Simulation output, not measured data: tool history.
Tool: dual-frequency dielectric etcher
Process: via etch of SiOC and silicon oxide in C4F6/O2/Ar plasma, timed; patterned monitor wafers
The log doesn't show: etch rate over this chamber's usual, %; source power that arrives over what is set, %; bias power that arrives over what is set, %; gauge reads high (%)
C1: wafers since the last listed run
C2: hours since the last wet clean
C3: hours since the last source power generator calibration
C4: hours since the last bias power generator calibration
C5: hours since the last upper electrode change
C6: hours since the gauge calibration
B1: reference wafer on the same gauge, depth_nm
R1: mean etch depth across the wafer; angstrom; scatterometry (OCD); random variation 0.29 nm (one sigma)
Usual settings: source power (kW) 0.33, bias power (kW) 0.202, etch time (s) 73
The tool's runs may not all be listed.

{"run": 1, "day": 0.0, "source power (kW)": 0.33, "bias power (kW)": 0.172, "etch time (s)": 73, "C1": 0, "C2": 107.7, "C3": 3550.4, "C4": 3280.3, "C5": 4701.5, "C6": 2695.1, "B1": 65.6, "R1": 773}
{"run": 2, "day": 3.829, "source power (kW)": 0.33, "bias power (kW)": 0.172, "etch time (s)": 73, "C1": 1399, "C2": 199.6, "C3": 3642.3, "C4": 3372.2, "C5": 4793.4, "C6": 2787, "B1": 65.7, "R1": 774}
{"run": 3, "day": 5.712, "source power (kW)": 0.33, "bias power (kW)": 0.172, "etch time (s)": 73, "C1": 688, "C2": 244.8, "C3": 3687.5, "C4": 3417.4, "C5": 4838.6, "C6": 2832.2, "B1": 65.5, "R1": 781}
{"run": 4, "day": 8.388, "source power (kW)": 0.33, "bias power (kW)": 0.202, "etch time (s)": 73, "C1": 977, "C2": 309, "C3": 3751.7, "C4": 3481.6, "C5": 4902.8, "C6": 2896.4, "B1": 65.6, "R1": 811}
{"run": 5, "day": 11.017, "source power (kW)": 0.33, "bias power (kW)": 0.202, "etch time (s)": 73, "C1": 960, "C2": 372.1, "C3": 3814.8, "C4": 3544.7, "C5": 4965.9, "C6": 2959.5, "B1": 65.6, "R1": 817}
{"run": 6, "day": 12.692, "source power (kW)": 0.33, "bias power (kW)": 0.218, "etch time (s)": 73, "C1": 612, "C2": 412.3, "C3": 3855, "C4": 3584.9, "C5": 5006.1, "C6": 2999.7, "B1": 65.6, "R1": 832}
{"run": 7, "day": 14.929, "source power (kW)": 0.31, "bias power (kW)": 0.22, "etch time (s)": 73, "C1": 817, "C2": 466, "C3": 3908.7, "C4": 3638.6, "C5": 5059.8, "C6": 3053.4, "B1": 65.5, "R1": 815}
{"run": 8, "day": 18.588, "source power (kW)": 0.33, "bias power (kW)": 0.202, "etch time (s)": 73, "C1": 1336, "C2": 553.8, "C3": 3996.5, "C4": 3726.4, "C5": 5147.6, "C6": 3141.2, "B1": 65.6, "R1": 820}
{"day": 22.104, "done": "source power generator calibrated"}
{"run": 9, "day": 22.988, "source power (kW)": 0.33, "bias power (kW)": 0.202, "etch time (s)": 73, "C1": 1547, "C2": 659.4, "C3": 21.2, "C4": 3832, "C5": 5253.2, "C6": 3246.8, "B1": 65.7, "R1": 802}
{"day": 27.867, "done": "wet clean of the chamber"}
{"run": 10, "day": 27.888, "source power (kW)": 0.28, "bias power (kW)": 0.245, "etch time (s)": 86.5, "C1": 1425, "C2": 0.5, "C3": 138.8, "C4": 3949.6, "C5": 5370.8, "C6": 3364.4, "B1": 65.7, "R1": 936}
{"run": 11, "day": 29.425, "source power (kW)": 0.33, "bias power (kW)": 0.202, "etch time (s)": 73, "C1": 561, "C2": 37.4, "C3": 175.7, "C4": 3986.5, "C5": 5407.7, "C6": 3401.3, "B1": 65.6, "R1": 796}
{"day": 29.842, "done": "gauge calibrated"}
{"run": 12, "day": 33.233, "source power (kW)": 0.38, "bias power (kW)": 0.202, "etch time (s)": 64, "C1": 1391, "C2": 128.8, "C3": 267.1, "C4": 4077.9, "C5": 5499.1, "C6": 81.4, "B1": 65.6, "R1": 743}
{"run": 13, "day": 35.421, "source power (kW)": 0.26, "bias power (kW)": 0.25, "etch time (s)": 93.5, "C1": 799, "C2": 181.3, "C3": 319.6, "C4": 4130.4, "C5": 5551.6, "C6": 133.9, "B1": 65.6, "R1": 982}
{"run": 14, "day": 37.404, "source power (kW)": 0.33, "bias power (kW)": 0.202, "etch time (s)": 73, "C1": 724, "C2": 228.9, "C3": 367.2, "C4": 4178, "C5": 5599.2, "C6": 181.5, "B1": 65.6, "R1": 802}
{"day": 38.671, "done": "bias power generator calibrated"}
{"run": 15, "day": 39.45, "source power (kW)": 0.28, "bias power (kW)": 0.164, "etch time (s)": 58, "C1": 686, "C2": 278, "C3": 416.3, "C4": 18.7, "C5": 5648.3, "C6": 230.6, "B1": 65.6, "R1": 566}
{"run": 16, "day": 46.279, "source power (kW)": 0.37, "bias power (kW)": 0.171, "etch time (s)": 73, "C1": 2495, "C2": 441.9, "C3": 580.2, "C4": 182.6, "C5": 5812.2, "C6": 394.5, "B1": 65.6, "R1": 804}
{"run": 17, "day": 49.288, "source power (kW)": 0.39, "bias power (kW)": 0.246, "etch time (s)": 91.5, "C1": 1099, "C2": 514.1, "C3": 652.4, "C4": 254.8, "C5": 5884.4, "C6": 466.7, "B1": 65.6, "R1": 1150}
{"run": 18, "day": 52.862, "source power (kW)": 0.41, "bias power (kW)": 0.167, "etch time (s)": 82.5, "C1": 1306, "C2": 599.9, "C3": 738.2, "C4": 340.6, "C5": 5970.2, "C6": 552.5, "B1": 65.7, "R1": 951}
{"day": 55.021, "done": "upper electrode replaced"}
{"run": 19, "day": 57.271, "source power (kW)": 0.27, "bias power (kW)": 0.202, "etch time (s)": 73, "C1": 1245, "C2": 705.7, "C3": 844, "C4": 446.4, "C5": 54, "C6": 658.3, "B1": 65.6, "R1": 745}
{"run": 20, "day": 59.604, "source power (kW)": 0.33, "bias power (kW)": 0.202, "etch time (s)": 73, "C1": 852, "C2": 761.7, "C3": 900, "C4": 502.4, "C5": 110, "C6": 714.3, "B1": 65.6, "R1": 804}
{"day": 62.304, "done": "wet clean of the chamber"}
{"run": 21, "day": 62.629, "source power (kW)": 0.33, "bias power (kW)": 0.202, "etch time (s)": 73, "C1": 740, "C2": 7.8, "C3": 972.6, "C4": 575, "C5": 182.6, "C6": 786.9, "B1": 65.7, "R1": 804}
{"run": 22, "day": 66.742, "source power (kW)": 0.28, "bias power (kW)": 0.242, "etch time (s)": 81, "C1": 1502, "C2": 106.5, "C3": 1071.3, "C4": 673.7, "C5": 281.3, "C6": 885.6, "B1": 65.6, "R1": 894}
{"run": 23, "day": 71.179, "source power (kW)": 0.33, "bias power (kW)": 0.177, "etch time (s)": 73, "C1": 1621, "C2": 213, "C3": 1177.8, "C4": 780.2, "C5": 387.8, "C6": 992.1, "B1": 65.6, "R1": 778}
{"run": 24, "day": 73.267, "source power (kW)": 0.33, "bias power (kW)": 0.202, "etch time (s)": 73, "C1": 762, "C2": 263.1, "C3": 1227.9, "C4": 830.3, "C5": 437.9, "C6": 1042.2, "B1": 65.5, "R1": 807}
{"run": 25, "day": 76.358, "source power (kW)": 0.33, "bias power (kW)": 0.216, "etch time (s)": 55.5, "C1": 1129, "C2": 337.3, "C3": 1302.1, "C4": 904.5, "C5": 512.1, "C6": 1116.4, "B1": 65.6, "R1": 628}
{"run": 26, "day": 79.092, "source power (kW)": 0.33, "bias power (kW)": 0.202, "etch time (s)": 81, "C1": 998, "C2": 402.9, "C3": 1367.7, "C4": 970.1, "C5": 577.7, "C6": 1182, "B1": 65.5, "R1": 896}
{"run": 27, "day": 83.217, "source power (kW)": 0.33, "bias power (kW)": 0.24, "etch time (s)": 73, "C1": 1507, "C2": 501.9, "C3": 1466.7, "C4": 1069.1, "C5": 676.7, "C6": 1281, "B1": 65.7, "R1": 851}
{"run": 28, "day": 87.667, "source power (kW)": 0.33, "bias power (kW)": 0.202, "etch time (s)": 73, "C1": 1626, "C2": 608.7, "C3": 1573.5, "C4": 1175.9, "C5": 783.5, "C6": 1387.8, "B1": 65.6, "R1": 806}
{"run": 29, "day": 89.721, "source power (kW)": 0.33, "bias power (kW)": 0.202, "etch time (s)": 85, "C1": 750, "C2": 658, "C3": 1622.8, "C4": 1225.2, "C5": 832.8, "C6": 1437.1, "B1": 65.6, "R1": 943}

Measured less the same run without the tool's hidden state. The same run-to-run variation is in both; the gauge's scatter may not be:
run=1 R1=+9
run=2 R1=+9
run=3 R1=+10
run=4 R1=+10
run=5 R1=+10
run=6 R1=+10
run=7 R1=+10
run=8 R1=+11
run=9 R1=-7
run=10 R1=-9
run=11 R1=-8
run=12 R1=-7
run=13 R1=-11
run=14 R1=-8
run=15 R1=+2
run=16 R1=+1
run=17 R1=+3
run=18 R1=+2
run=19 R1=+2
run=20 R1=+2
run=21 R1=+2
run=22 R1=+3
run=23 R1=+2
run=24 R1=+2
run=25 R1=+2
run=26 R1=+3
run=27 R1=+3
run=28 R1=+3
run=29 R1=+4

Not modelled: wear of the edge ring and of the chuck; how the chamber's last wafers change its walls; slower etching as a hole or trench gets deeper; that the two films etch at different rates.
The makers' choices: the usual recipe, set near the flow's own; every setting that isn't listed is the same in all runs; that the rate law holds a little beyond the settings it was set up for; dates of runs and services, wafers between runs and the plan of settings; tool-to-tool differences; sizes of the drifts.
